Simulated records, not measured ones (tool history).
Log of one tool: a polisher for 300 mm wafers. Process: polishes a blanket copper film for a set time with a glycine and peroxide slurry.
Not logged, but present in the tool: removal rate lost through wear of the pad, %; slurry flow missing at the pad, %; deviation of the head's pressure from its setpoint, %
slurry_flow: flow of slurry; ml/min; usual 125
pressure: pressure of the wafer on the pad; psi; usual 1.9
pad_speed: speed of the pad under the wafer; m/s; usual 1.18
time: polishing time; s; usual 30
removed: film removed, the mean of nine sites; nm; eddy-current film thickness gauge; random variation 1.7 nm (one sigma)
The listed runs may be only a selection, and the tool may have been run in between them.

run,day,slurry_flow,pressure,pad_speed,time,wafers since the last listed run,wafers polished on this pad,hours since the slurry nozzle was cleaned,hours since the head pressure was calibrated,"incoming thickness of the incoming film, nm",removed
1,0,125,1.9,1.18,30,0,1125,259.9,1226.3,2261.5,134.1
# day 0.525: worn pad replaced by a new one
2,0.554,125,1.9,1.18,30,113,9,273.2,1239.6,2333.7,131.8
3,1.767,125,1.9,1.18,30,354,363,302.3,1268.7,2308.2,132.5
4,3.05,125,1.9,1.18,30,375,739,333.1,1299.5,2318,129.9
5,4.296,125,1.9,1.18,30,364,1103,363,1329.4,2312.6,128.7
# day 4.779: head pressure recalibrated
# day 5.046: worn pad replaced by a new one
6,5.329,125,1.7,1.18,24,229,83,387.8,13.2,2308.8,92.3
7,6.375,125,1.7,1.18,24,305,389,412.9,38.3,2344.7,93
8,7.017,85,2.5,1.18,30,187,576,428.3,53.7,2286.8,117.2

Run 9 has not been measured yet. What should we expect?
9,7.712,125,1.9,1.44,23,203,780,445,70.4,2312.4,?

Run 9 yielded removed 100.7 nm.
On a tool with no hidden condition, and with the same random variation, this run would have come out at removed 121.8 nm.
